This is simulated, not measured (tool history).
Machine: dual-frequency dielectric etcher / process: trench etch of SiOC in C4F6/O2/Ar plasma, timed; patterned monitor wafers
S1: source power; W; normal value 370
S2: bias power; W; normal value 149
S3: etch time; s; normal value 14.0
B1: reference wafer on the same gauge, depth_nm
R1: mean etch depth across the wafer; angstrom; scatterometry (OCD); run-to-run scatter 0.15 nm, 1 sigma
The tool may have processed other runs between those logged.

| run | hour | S1 | S2 | S3 | B1 | R1 |
|---|---|---|---|---|---|---|
| 1 | 0.0 | 370 | 149 | 14.0 | 22.22 | 266.3 |
| 2 | 7.8 | 370 | 149 | 17.0 | 22.17 | 322.3 |
| 3 | 15.8 | 370 | 149 | 14.0 | 22.19 | 265.7 |
| 4 | 26.0 | 370 | 149 | 14.0 | 22.20 | 264.4 |
| 5 | 39.0 | 370 | 149 | 14.0 | 22.20 | 265.4 |
| 6 | 47.2 | 370 | 149 | 14.0 | 22.22 | 264.2 |
| 7 | 59.6 | 370 | 149 | 14.0 | 22.18 | 262.4 |
|  | 81.0 | bias power generator calibrated |
|  | 84.7 | upper electrode replaced |
| 8 | 85.2 | 370 | 149 | 14.0 | 22.17 | 260.3 |
| 9 | 87.2 | 370 | 149 | 14.0 | 22.20 | 258.9 |
| 10 | 93.7 | 370 | 149 | 14.0 | 22.20 | 263.5 |
| 11 | 102.0 | 370 | 161 | 16.5 | 22.19 | 318.1 |
|  | 127.9 | source power generator calibrated |
|  | 140.1 | wet clean of the chamber |
| 12 | 140.6 | 310 | 166 | 15.5 | 22.19 | 293.7 |
| 13 | 140.9 | 440 | 124 | 15.5 | 22.21 | 305.4 |
| 14 | 141.4 | 370 | 149 | 14.0 | 22.22 | 275.9 |
| 15 | 147.7 | 450 | 173 | 14.0 | 22.20 | 316.0 |
|  | 147.9 | gauge calibrated |
| 16 | 155.4 | 370 | 165 | 14.0 | 22.21 | 283.0 |
| 17 | 165.4 | 370 | 132 | 17.0 | 22.21 | 317.0 |
| 18 | 174.5 | 290 | 184 | 17.5 | 22.19 | 332.7 |

Forecast run 19:
| 19 | 182.1 | 450 | 173 | 14.0 | ? | ? |

B1: 22.23
R1: 318.4 angstrom
Were there no unlogged condition in the tool, this run, its random variation unchanged, would have produced R1 320.7 angstrom.
